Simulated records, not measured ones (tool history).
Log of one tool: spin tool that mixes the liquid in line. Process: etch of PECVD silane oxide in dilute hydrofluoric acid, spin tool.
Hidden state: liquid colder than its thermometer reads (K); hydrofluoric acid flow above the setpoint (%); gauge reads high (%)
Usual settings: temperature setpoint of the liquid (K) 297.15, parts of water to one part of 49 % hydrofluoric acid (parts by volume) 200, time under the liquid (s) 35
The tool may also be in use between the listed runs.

| run | hour | temperature setpoint of the liquid (K) | parts of water to one part of 49 % hydrofluoric acid (parts by volume) | time under the liquid (s) | wafers since the last listed run | hours since the thermometer was replaced | hours since the hydrofluoric acid flow meter was replaced | hours since the gauge calibration | read-back film thickness of the PECVD silane oxide reference wafer, read on the same gauge (nm) | thickness taken off the PECVD silane oxide on a monitor wafer (angstrom) |
|---|---|---|---|---|---|---|---|---|---|---|
| 1 | 0.0 | 297.15 | 200 | 20 | 0 | 2086.0 | 1378.9 | 350.7 | 29.98 | 31.6 |
| 2 | 16.3 | 297.15 | 200 | 20 | 245 | 2102.3 | 1395.2 | 367.0 | 30.02 | 31.5 |
| 3 | 25.0 | 297.15 | 200 | 35 | 131 | 2111.0 | 1403.9 | 375.7 | 30.01 | 55.0 |
| 4 | 31.8 | 297.15 | 200 | 35 | 102 | 2117.8 | 1410.7 | 382.5 | 30.02 | 55.1 |
| 5 | 45.7 | 300.15 | 165 | 35 | 209 | 2131.7 | 1424.6 | 396.4 | 29.96 | 77.6 |
| 6 | 60.0 | 300.15 | 165 | 35 | 215 | 2146.0 | 1438.9 | 410.7 | 29.98 | 77.5 |
| 7 | 67.1 | 297.15 | 200 | 35 | 107 | 2153.1 | 1446.0 | 417.8 | 29.97 | 55.6 |
| 8 | 75.5 | 297.15 | 200 | 35 | 126 | 2161.5 | 1454.4 | 426.2 | 29.97 | 55.4 |
| 9 | 125.5 | 297.15 | 200 | 35 | 753 | 2211.5 | 1504.4 | 476.2 | 29.94 | 54.8 |
| 10 | 139.6 | 297.15 | 230 | 35 | 212 | 2225.6 | 1518.5 | 490.3 | 30.03 | 46.6 |
|  | 142.1 | hydrofluoric acid flow meter replaced |
| 11 | 150.6 | 297.15 | 200 | 50 | 150 | 2236.6 | 8.5 | 501.3 | 29.95 | 78.3 |
|  | 152.5 | thermometer replaced |
| 12 | 159.5 | 299.15 | 200 | 45 | 119 | 7.0 | 17.4 | 510.2 | 30.00 | 75.9 |
| 13 | 176.6 | 300.65 | 240 | 35 | 257 | 24.1 | 34.5 | 527.3 | 29.93 | 49.6 |
| 14 | 194.0 | 294.15 | 150 | 35 | 262 | 41.5 | 51.9 | 544.7 | 30.00 | 69.3 |
| 15 | 202.9 | 297.15 | 290 | 20 | 134 | 50.4 | 60.8 | 553.6 | 30.01 | 19.6 |
| 16 | 210.7 | 293.65 | 200 | 50 | 117 | 58.2 | 68.6 | 561.4 | 30.00 | 68.7 |
|  | 211.5 | gauge calibrated |
| 17 | 227.2 | 297.15 | 200 | 35 | 248 | 74.7 | 85.1 | 15.7 | 30.01 | 55.3 |
| 18 | 242.2 | 298.65 | 100 | 50 | 226 | 89.7 | 100.1 | 30.7 | 29.97 | 187.3 |
| 19 | 252.3 | 297.15 | 270 | 25 | 152 | 99.8 | 110.2 | 40.8 | 29.94 | 26.9 |
| 20 | 258.4 | 292.65 | 200 | 40 | 91 | 105.9 | 116.3 | 46.9 | 30.07 | 53.3 |
| 21 | 265.9 | 293.15 | 115 | 35 | 113 | 113.4 | 123.8 | 54.4 | 29.97 | 89.8 |
| 22 | 273.4 | 297.15 | 200 | 35 | 113 | 120.9 | 131.3 | 61.9 | 30.00 | 55.0 |
| 23 | 286.8 | 297.15 | 270 | 25 | 201 | 134.3 | 144.7 | 75.3 | 30.00 | 27.2 |
| 24 | 295.5 | 297.15 | 200 | 35 | 131 | 143.0 | 153.4 | 84.0 | 30.04 | 55.1 |
| 25 | 311.3 | 295.15 | 200 | 35 | 238 | 158.8 | 169.2 | 99.8 | 29.98 | 51.3 |
| 26 | 345.0 | 295.15 | 140 | 25 | 507 | 192.5 | 202.9 | 133.5 | 30.03 | 55.8 |
| 27 | 353.1 | 299.65 | 200 | 50 | 122 | 200.6 | 211.0 | 141.6 | 30.04 | 86.3 |
| 28 | 360.4 | 301.65 | 110 | 15 | 110 | 207.9 | 218.3 | 148.9 | 30.01 | 57.1 |
| 29 | 376.5 | 301.15 | 235 | 45 | 242 | 224.0 | 234.4 | 165.0 | 29.99 | 66.9 |
| 30 | 383.7 | 293.65 | 135 | 40 | 108 | 231.2 | 241.6 | 172.2 | 29.98 | 87.4 |
| 31 | 396.5 | 294.65 | 200 | 35 | 192 | 244.0 | 254.4 | 185.0 | 30.01 | 50.5 |
| 32 | 413.3 | 294.65 | 260 | 35 | 253 | 260.8 | 271.2 | 201.8 | 29.99 | 36.5 |

How the hidden state differs across the entries between the runs, from the last listed run before each to the first after it:
Between runs 10 and 11: hydrofluoric acid flow meter replaced (hour 142.1)
  no hidden state differs between the two runs
Between runs 11 and 12: thermometer replaced (hour 152.5)
  no hidden state differs between the two runs
Between runs 16 and 17: gauge calibrated (hour 211.5)
  no hidden state differs between the two runs
